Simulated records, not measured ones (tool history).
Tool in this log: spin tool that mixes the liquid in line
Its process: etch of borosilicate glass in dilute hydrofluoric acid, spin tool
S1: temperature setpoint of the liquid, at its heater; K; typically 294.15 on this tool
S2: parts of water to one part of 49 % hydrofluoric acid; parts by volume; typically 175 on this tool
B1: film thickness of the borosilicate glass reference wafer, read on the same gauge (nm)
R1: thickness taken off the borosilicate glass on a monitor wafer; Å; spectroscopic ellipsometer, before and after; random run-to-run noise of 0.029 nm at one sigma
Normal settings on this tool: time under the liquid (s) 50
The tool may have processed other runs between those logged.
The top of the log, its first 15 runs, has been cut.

{"hour": 222.3, "done": "gauge calibrated"}
{"run": 16, "hour": 239.0, "S1": 294.15, "S2": 175, "time under the liquid (s)": 75, "B1": 140.0, "R1": 89.2}
{"run": 17, "hour": 270.8, "S1": 292.65, "S2": 85, "time under the liquid (s)": 50, "B1": 140.03, "R1": 126.6}
{"run": 18, "hour": 277.9, "S1": 294.15, "S2": 135, "time under the liquid (s)": 35, "B1": 139.99, "R1": 56.2}
{"run": 19, "hour": 322.3, "S1": 294.15, "S2": 175, "time under the liquid (s)": 50, "B1": 139.98, "R1": 59.0}
{"run": 20, "hour": 331.7, "S1": 294.15, "S2": 175, "time under the liquid (s)": 50, "B1": 139.97, "R1": 59.4}
{"hour": 340.8, "done": "hydrofluoric acid flow meter replaced"}
{"run": 21, "hour": 342.3, "S1": 290.15, "S2": 175, "time under the liquid (s)": 55, "B1": 140.01, "R1": 55.9}
{"run": 22, "hour": 350.3, "S1": 294.15, "S2": 175, "time under the liquid (s)": 50, "B1": 139.99, "R1": 59.6}
{"run": 23, "hour": 357.5, "S1": 295.65, "S2": 200, "time under the liquid (s)": 30, "B1": 140.0, "R1": 32.3}
{"run": 24, "hour": 367.3, "S1": 291.65, "S2": 145, "time under the liquid (s)": 40, "B1": 139.98, "R1": 53.4}
{"run": 25, "hour": 379.1, "S1": 296.15, "S2": 140, "time under the liquid (s)": 50, "B1": 139.99, "R1": 83.9}
{"run": 26, "hour": 392.3, "S1": 294.15, "S2": 175, "time under the liquid (s)": 65, "B1": 139.99, "R1": 77.2}
{"run": 27, "hour": 405.0, "S1": 295.65, "S2": 260, "time under the liquid (s)": 65, "B1": 140.02, "R1": 50.0}
{"run": 28, "hour": 416.5, "S1": 297.15, "S2": 175, "time under the liquid (s)": 30, "B1": 139.98, "R1": 40.0}
{"run": 29, "hour": 431.4, "S1": 294.15, "S2": 235, "time under the liquid (s)": 65, "B1": 140.03, "R1": 53.8}
{"run": 30, "hour": 448.2, "S1": 294.15, "S2": 175, "time under the liquid (s)": 50, "B1": 140.01, "R1": 59.1}
{"run": 31, "hour": 460.4, "S1": 298.65, "S2": 230, "time under the liquid (s)": 80, "B1": 139.96, "R1": 80.1}

Below are 4 alternative next runs, each starting from the tool's condition after run 31. Predict each:
{"run": "A", "hour": 460.8, "S1": 294.15, "S2": 135, "time under the liquid (s)": 50, "B1": "?", "R1": "?"}
{"run": "B", "hour": 460.8, "S1": 298.15, "S2": 175, "time under the liquid (s)": 50, "B1": "?", "R1": "?"}
{"run": "C", "hour": 460.8, "S1": 291.65, "S2": 250, "time under the liquid (s)": 50, "B1": "?", "R1": "?"}
{"run": "D", "hour": 460.8, "S1": 290.15, "S2": 90, "time under the liquid (s)": 75, "B1": "?", "R1": "?"}

run=A B1=140.02 R1=80.2
run=B B1=140.02 R1=69.0
run=C B1=140.02 R1=35.1
run=D B1=140.02 R1=160.6
Without the tool's unlogged condition, the same runs would have read:
run=A R1=80.2
run=B R1=69.0
run=C R1=35.1
run=D R1=160.6
